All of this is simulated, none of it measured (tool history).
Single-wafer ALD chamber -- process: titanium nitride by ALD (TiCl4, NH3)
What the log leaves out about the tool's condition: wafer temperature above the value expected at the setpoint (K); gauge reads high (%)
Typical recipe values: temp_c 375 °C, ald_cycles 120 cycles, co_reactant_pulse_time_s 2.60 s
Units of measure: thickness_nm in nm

| run | hour | temp_c | ald_cycles | co_reactant_pulse_time_s | wafers since the last listed run | hours since the last thermocouple change | hours since the showerhead was replaced | hours since the gauge calibration | read-back reference wafer on the same gauge, thickness_nm | thickness_nm |
|---|---|---|---|---|---|---|---|---|---|---|
| 1 | 0.0 | 375 | 120 | 2.60 | 0 | 2548.9 | 3642.4 | 406.5 | 2.398 | 2.722 |
| 2 | 11.6 | 375 | 112 | 2.60 | 17 | 2560.5 | 3654.0 | 418.1 | 2.398 | 2.539 |
| 3 | 21.5 | 375 | 112 | 2.60 | 14 | 2570.4 | 3663.9 | 428.0 | 2.402 | 2.531 |
| 4 | 28.9 | 375 | 112 | 2.60 | 11 | 2577.8 | 3671.3 | 435.4 | 2.399 | 2.544 |
| 5 | 36.3 | 375 | 120 | 2.60 | 11 | 2585.2 | 3678.7 | 442.8 | 2.404 | 2.729 |
| 6 | 52.5 | 375 | 120 | 2.60 | 24 | 2601.4 | 3694.9 | 459.0 | 2.400 | 2.730 |
| 7 | 69.8 | 375 | 120 | 2.60 | 25 | 2618.7 | 3712.2 | 476.3 | 2.402 | 2.686 |
| 8 | 80.1 | 375 | 120 | 2.60 | 15 | 2629.0 | 3722.5 | 486.6 | 2.402 | 2.723 |
| 9 | 89.7 | 375 | 120 | 2.60 | 14 | 2638.6 | 3732.1 | 496.2 | 2.400 | 2.731 |
| 10 | 106.5 | 375 | 120 | 2.60 | 25 | 2655.4 | 3748.9 | 513.0 | 2.401 | 2.706 |
| 11 | 118.2 | 375 | 120 | 2.60 | 17 | 2667.1 | 3760.6 | 524.7 | 2.400 | 2.707 |
| 12 | 129.6 | 375 | 101 | 2.60 | 17 | 2678.5 | 3772.0 | 536.1 | 2.402 | 2.282 |
|  | 152.7 | showerhead replaced |
| 13 | 153.2 | 382 | 107 | 2.60 | 23 | 2702.1 | 0.5 | 559.7 | 2.402 | 2.428 |
| 14 | 162.5 | 375 | 120 | 2.94 | 13 | 2711.4 | 9.8 | 569.0 | 2.401 | 2.749 |
| 15 | 177.4 | 381 | 120 | 3.04 | 22 | 2726.3 | 24.7 | 583.9 | 2.397 | 2.747 |
|  | 181.3 | gauge calibrated |
| 16 | 193.5 | 381 | 120 | 3.04 | 24 | 2742.4 | 40.8 | 12.2 | 2.398 | 2.749 |
| 17 | 202.9 | 382 | 101 | 2.60 | 14 | 2751.8 | 50.2 | 21.6 | 2.399 | 2.310 |
| 18 | 209.1 | 388 | 111 | 2.94 | 9 | 2758.0 | 56.4 | 27.8 | 2.404 | 2.549 |
| 19 | 215.2 | 370 | 101 | 2.60 | 9 | 2764.1 | 62.5 | 33.9 | 2.397 | 2.270 |
| 20 | 230.4 | 375 | 120 | 2.60 | 22 | 2779.3 | 77.7 | 49.1 | 2.402 | 2.701 |
| 21 | 246.4 | 375 | 120 | 2.60 | 23 | 2795.3 | 93.7 | 65.1 | 2.401 | 2.706 |
| 22 | 257.3 | 375 | 100 | 2.60 | 16 | 2806.2 | 104.6 | 76.0 | 2.397 | 2.266 |
| 23 | 268.4 | 375 | 120 | 2.60 | 16 | 2817.3 | 115.7 | 87.1 | 2.400 | 2.719 |
| 24 | 278.8 | 370 | 133 | 3.47 | 15 | 2827.7 | 126.1 | 97.5 | 2.401 | 3.052 |
|  | 294.3 | thermocouple changed; heater temperature recalibrated |
| 25 | 294.8 | 379 | 120 | 2.09 | 11 | 0.5 | 142.1 | 113.5 | 2.401 | 2.686 |
| 26 | 316.4 | 375 | 120 | 2.60 | 32 | 22.1 | 163.7 | 135.1 | 2.399 | 2.700 |
| 27 | 329.1 | 369 | 120 | 2.25 | 19 | 34.8 | 176.4 | 147.8 | 2.402 | 2.654 |
| 28 | 339.3 | 370 | 140 | 2.21 | 15 | 45.0 | 186.6 | 158.0 | 2.401 | 3.111 |
| 29 | 348.8 | 388 | 138 | 2.12 | 14 | 54.5 | 196.1 | 167.5 | 2.398 | 3.112 |
| 30 | 361.8 | 375 | 128 | 2.60 | 19 | 67.5 | 209.1 | 180.5 | 2.398 | 2.895 |
| 31 | 375.6 | 375 | 141 | 2.60 | 20 | 81.3 | 222.9 | 194.3 | 2.401 | 3.204 |
| 32 | 392.4 | 375 | 120 | 2.60 | 25 | 98.1 | 239.7 | 211.1 | 2.403 | 2.705 |
| 33 | 404.6 | 375 | 120 | 2.60 | 18 | 110.3 | 251.9 | 223.3 | 2.402 | 2.712 |
| 34 | 412.8 | 375 | 120 | 1.59 | 12 | 118.5 | 260.1 | 231.5 | 2.401 | 2.603 |
| 35 | 418.9 | 375 | 120 | 2.60 | 9 | 124.6 | 266.2 | 237.6 | 2.398 | 2.714 |
| 36 | 433.3 | 375 | 101 | 2.60 | 21 | 139.0 | 280.6 | 252.0 | 2.401 | 2.286 |
| 37 | 441.8 | 386 | 120 | 2.60 | 12 | 147.5 | 289.1 | 260.5 | 2.401 | 2.714 |
| 38 | 452.8 | 368 | 130 | 3.54 | 16 | 158.5 | 300.1 | 271.5 | 2.399 | 2.964 |

Forecast run 39:
| 39 | 459.7 | 368 | 120 | 2.17 | 10 | 165.4 | 307.0 | 278.4 | ? | ? |

read-back reference wafer on the same gauge, thickness_nm: 2.400
thickness_nm: 2.618 nm
Minus the tool's unlogged condition, the same run would have read thickness_nm 2.618 nm.

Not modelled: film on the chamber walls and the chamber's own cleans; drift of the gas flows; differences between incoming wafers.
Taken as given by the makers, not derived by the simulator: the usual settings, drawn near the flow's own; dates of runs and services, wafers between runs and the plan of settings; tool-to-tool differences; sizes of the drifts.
